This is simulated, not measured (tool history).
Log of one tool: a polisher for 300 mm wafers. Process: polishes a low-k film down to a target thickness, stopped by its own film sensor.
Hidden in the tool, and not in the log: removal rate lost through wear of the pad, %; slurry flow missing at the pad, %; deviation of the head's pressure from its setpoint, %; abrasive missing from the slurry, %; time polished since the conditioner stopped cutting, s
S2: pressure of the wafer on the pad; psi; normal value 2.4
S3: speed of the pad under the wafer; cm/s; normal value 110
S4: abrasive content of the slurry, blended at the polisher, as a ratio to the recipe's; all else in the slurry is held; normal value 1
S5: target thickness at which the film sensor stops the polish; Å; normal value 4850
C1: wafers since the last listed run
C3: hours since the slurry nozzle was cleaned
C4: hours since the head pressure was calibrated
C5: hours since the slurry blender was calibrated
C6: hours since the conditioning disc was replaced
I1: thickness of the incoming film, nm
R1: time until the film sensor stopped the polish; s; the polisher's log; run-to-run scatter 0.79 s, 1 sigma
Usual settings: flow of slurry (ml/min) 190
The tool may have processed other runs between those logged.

Run 1, hour 0: usual settings but S4 1.1; C1 0; wafers polished on this pad 1949; C3 202.9; C4 386.3; C5 66.7; C6 111; I1 519.4. Result: R1 55 s.
At hour 32.3: worn pad replaced by a new one.
Run 2, hour 32.8: usual settings; C1 413; wafers polished on this pad 6; C3 235.7; C4 419.1; C5 99.5; C6 143.8; I1 512.5. Result: R1 45.8 s.
Run 3, hour 56.2: usual settings; C1 335; wafers polished on this pad 342; C3 259.1; C4 442.5; C5 122.9; C6 167.2; I1 517.5. Result: R1 53.4 s.
Run 4, hour 71.8: usual settings; C1 223; wafers polished on this pad 566; C3 274.7; C4 458.1; C5 138.5; C6 182.8; I1 519.8. Result: R1 57 s.
At hour 95.6: conditioning disc replaced and pad reconditioned.
Run 5, hour 99.6: usual settings; C1 370; wafers polished on this pad 937; C3 302.5; C4 485.9; C5 166.3; C6 4; I1 530. Result: R1 72.5 s.
Run 6, hour 112.3: usual settings; C1 182; wafers polished on this pad 1119; C3 315.2; C4 498.6; C5 179; C6 16.7; I1 518.6. Result: R1 54 s.
Run 7, hour 146.9: usual settings; C1 496; wafers polished on this pad 1616; C3 349.8; C4 533.2; C5 213.6; C6 51.3; I1 526.2. Result: R1 66.8 s.
At hour 151.2: head pressure recalibrated.
Run 8, hour 180.3: usual settings but S3 86 cm/s; C1 450; wafers polished on this pad 2066; C3 383.2; C4 29.1; C5 247; C6 84.7; I1 517.5. Result: R1 69.1 s.
Run 9, hour 208.9: usual settings but S4 1.1; C1 410; wafers polished on this pad 2477; C3 411.8; C4 57.7; C5 275.6; C6 113.3; I1 515.2. Result: R1 51.4 s.
At hour 212: slurry nozzle cleaned.
At hour 216.1: worn pad replaced by a new one.
Run 10, hour 232.7: usual settings but S2 1.7 psi, S3 100 cm/s; C1 269; wafers polished on this pad 237; C3 20.7; C4 81.5; C5 299.4; C6 137.1; I1 514.5. Result: R1 70.5 s.
Run 11, hour 248.2: usual settings but S2 2.9 psi, S4 0.9, S5 4750 Å; C1 222; wafers polished on this pad 460; C3 36.2; C4 97; C5 314.9; C6 152.6; I1 510.7. Result: R1 52.8 s.
At hour 334: conditioning disc replaced and pad reconditioned.
Run 12, hour 335.7: usual settings but flow of slurry (ml/min) 150, S2 1.8 psi, S3 124 cm/s, S4 1.1; C1 1227; wafers polished on this pad 1687; C3 123.7; C4 184.5; C5 402.4; C6 1.7; I1 523.4. Result: R1 73.9 s.
Run 13, hour 353.5: usual settings but S2 1.8 psi, S4 0.85, S5 4800 Å; C1 255; wafers polished on this pad 1943; C3 141.5; C4 202.3; C5 420.2; C6 19.5; I1 516.5. Result: R1 84.5 s.
At hour 387.1: slurry blender recalibrated.
Run 14, hour 388.3: usual settings but S2 3.2 psi, S5 4890 Å; C1 470; wafers polished on this pad 2413; C3 176.3; C4 237.1; C5 1.2; C6 54.3; I1 512.2. Result: R1 30.8 s.
Run 15, hour 401: usual settings but S2 3.1 psi, S5 4770 Å; C1 182; wafers polished on this pad 2596; C3 189; C4 249.8; C5 13.9; C6 67; I1 518.9. Result: R1 57.8 s.
At hour 432.7: worn pad replaced by a new one.
Run 16, hour 434.3: usual settings but S2 1.8 psi, S4 0.85, S5 4800 Å; C1 420; wafers polished on this pad 23; C3 222.3; C4 283.1; C5 47.2; C6 100.3; I1 528.7. Result: R1 116.1 s.
Run 17, hour 450.3: usual settings but S5 4880 Å; C1 229; wafers polished on this pad 253; C3 238.3; C4 299.1; C5 63.2; C6 116.3; I1 527.6. Result: R1 66.8 s.
Run 18, hour 483.5: usual settings but S2 2.2 psi, S3 82 cm/s, S4 0.7; C1 476; wafers polished on this pad 729; C3 271.5; C4 332.3; C5 96.4; C6 149.5; I1 513.5. Result: R1 79.4 s.
Run 19, hour 501.2: usual settings but S2 2.8 psi, S4 1.1, S5 4910 Å; C1 254; wafers polished on this pad 983; C3 289.2; C4 350; C5 114.1; C6 167.2; I1 519.3. Result: R1 40 s.
At hour 566.9: slurry nozzle cleaned.
At hour 571.8: conditioning disc replaced and pad reconditioned.
Run 20, hour 572.3: usual settings but S2 1.7 psi, S3 100 cm/s; C1 977; wafers polished on this pad 1961; C3 5.4; C4 421.1; C5 185.2; C6 0.5; I1 521.5. Result: R1 82.5 s.
Run 21, hour 594.2: usual settings but flow of slurry (ml/min) 145, S3 132 cm/s, S5 4730 Å; C1 314; wafers polished on this pad 2275; C3 27.3; C4 443; C5 207.1; C6 22.4; I1 524.3. Result: R1 71.8 s.
At hour 621.4: worn pad replaced by a new one.
Run 22, hour 679.4: usual settings but flow of slurry (ml/min) 160, S3 84 cm/s, S4 0.9, S5 4920 Å; C1 1165; wafers polished on this pad 833; C3 112.5; C4 528.2; C5 292.3; C6 107.6; I1 527. Result: R1 72.9 s.
Run 23, hour 698.7: usual settings but flow of slurry (ml/min) 235, S4 1.1, S5 4920 Å; C1 277; wafers polished on this pad 1110; C3 131.8; C4 547.5; C5 311.6; C6 126.9; I1 523. Result: R1 45.1 s.
At hour 712.1: head pressure recalibrated.
Run 24, hour 725.5: usual settings but S5 4880 Å; C1 355; wafers polished on this pad 1466; C3 158.6; C4 13.4; C5 338.4; C6 153.7; I1 520.1. Result: R1 54.5 s.
Run 25, hour 757.7: usual settings but S2 2.1 psi; C1 462; wafers polished on this pad 1928; C3 190.8; C4 45.6; C5 370.6; C6 185.9; I1 522. Result: R1 71.8 s.

Below are 4 alternative next runs, each starting from the tool's condition after run 25. Predict each:
Run A, hour 758.1: usual settings but S5 4780 Å; C1 5; wafers polished on this pad 1933; C3 191.2; C4 46; C5 371; C6 186.3; I1 514.9. Result: R1 ?.
Run B, hour 758.1: usual settings but S5 4950 Å; C1 5; wafers polished on this pad 1933; C3 191.2; C4 46; C5 371; C6 186.3; I1 514.9. Result: R1 ?.
Run C, hour 758.1: usual settings but flow of slurry (ml/min) 145, S3 80 cm/s, S4 1.15, S5 4910 Å; C1 5; wafers polished on this pad 1933; C3 191.2; C4 46; C5 371; C6 186.3; I1 514.9. Result: R1 ?.
Run D, hour 758.1: usual settings but S2 3.1 psi, S5 4880 Å; C1 5; wafers polished on this pad 1933; C3 191.2; C4 46; C5 371; C6 186.3; I1 514.9. Result: R1 ?.

run    R1
  A  62.7
  B  33.8
  C  51.4
  D  36.5
Without the tool's unlogged condition, the same runs would have read:
run    R1
  A  59.6
  B  32.1
  C  48.3
  D  34.7
